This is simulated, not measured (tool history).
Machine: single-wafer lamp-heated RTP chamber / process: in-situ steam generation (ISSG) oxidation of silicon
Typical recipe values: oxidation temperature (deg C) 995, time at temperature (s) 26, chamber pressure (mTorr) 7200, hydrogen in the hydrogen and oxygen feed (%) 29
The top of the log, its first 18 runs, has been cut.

| run | hour | oxidation temperature (deg C) | time at temperature (s) | chamber pressure (mTorr) | hydrogen in the hydrogen and oxygen feed (%) | wafers since the last listed run | wafers since the last pyrometer calibration | hours since the pressure gauge was zeroed | hours since the hydrogen flow controller was replaced | hours since the gauge calibration | read-back reference wafer on the same gauge, thickness | oxide thickness on the monitor wafer (Å) |
|---|---|---|---|---|---|---|---|---|---|---|---|---|
| 19 | 426.1 | 995 | 26 | 7900 | 24 | 155 | 259 | 414.3 | 17.9 | 431.5 | 7.122 | 67.18 |
| 20 | 457.3 | 990 | 21 | 7200 | 32 | 278 | 538 | 445.5 | 49.1 | 462.7 | 7.103 | 66.06 |
| 21 | 482.9 | 1005 | 22 | 6900 | 21 | 228 | 766 | 471.1 | 74.7 | 488.3 | 7.122 | 64.77 |
| 22 | 512.9 | 995 | 26 | 7200 | 29 | 268 | 1034 | 501.1 | 104.7 | 518.3 | 7.131 | 72.06 |
| 23 | 527.8 | 978 | 32 | 8000 | 32 | 133 | 1168 | 516 | 119.6 | 533.2 | 7.133 | 76.75 |
| 24 | 542.8 | 1000 | 26 | 7200 | 29 | 134 | 1302 | 531 | 134.6 | 548.2 | 7.126 | 74.06 |
| 25 | 558.9 | 1006 | 26 | 6900 | 29 | 143 | 1445 | 547.1 | 150.7 | 564.3 | 7.125 | 76.69 |
| 26 | 581.2 | 1000 | 18 | 7800 | 29 | 199 | 1645 | 569.4 | 173 | 586.6 | 7.116 | 62.57 |
| 27 | 612.1 | 995 | 26 | 7200 | 29 | 276 | 1921 | 600.3 | 203.9 | 617.5 | 7.125 | 73.19 |
| 28 | 640.9 | 995 | 30 | 7200 | 29 | 257 | 2178 | 629.1 | 232.7 | 646.3 | 7.11 | 78.48 |
| 29 | 673.3 | 995 | 26 | 7200 | 29 | 289 | 2468 | 661.5 | 265.1 | 678.7 | 7.109 | 73.4 |
| 30 | 697 | 995 | 20 | 7200 | 20 | 211 | 2679 | 685.2 | 288.8 | 702.4 | 7.126 | 59.36 |
| 31 | 717.4 | 988 | 33 | 6900 | 26 | 182 | 2862 | 705.6 | 309.2 | 722.8 | 7.119 | 78.5 |

Here are 4 independent what-if runs from the current tool condition. What would each one return?
| A | 717.9 | 995 | 26 | 7200 | 29 | 4 | 2866 | 706.1 | 309.7 | 723.3 | ? | ? |
| B | 717.9 | 1003 | 19 | 7200 | 32 | 4 | 2866 | 706.1 | 309.7 | 723.3 | ? | ? |
| C | 717.9 | 989 | 35 | 8600 | 32 | 4 | 2866 | 706.1 | 309.7 | 723.3 | ? | ? |
| D | 717.9 | 1007 | 26 | 7200 | 29 | 4 | 2866 | 706.1 | 309.7 | 723.3 | ? | ? |

| run | read-back reference wafer on the same gauge, thickness | oxide thickness on the monitor wafer (Å) |
|---|---|---|
| A | 7.127 | 74.65 |
| B | 7.127 | 68.62 |
| C | 7.127 | 85.43 |
| D | 7.127 | 78.95 |
With the hidden condition removed and each run's random variation left untouched, the same runs would have given:
| run | oxide thickness on the monitor wafer (Å) |
|---|---|
| A | 71.46 |
| B | 65.78 |
| C | 81.67 |
| D | 75.35 |

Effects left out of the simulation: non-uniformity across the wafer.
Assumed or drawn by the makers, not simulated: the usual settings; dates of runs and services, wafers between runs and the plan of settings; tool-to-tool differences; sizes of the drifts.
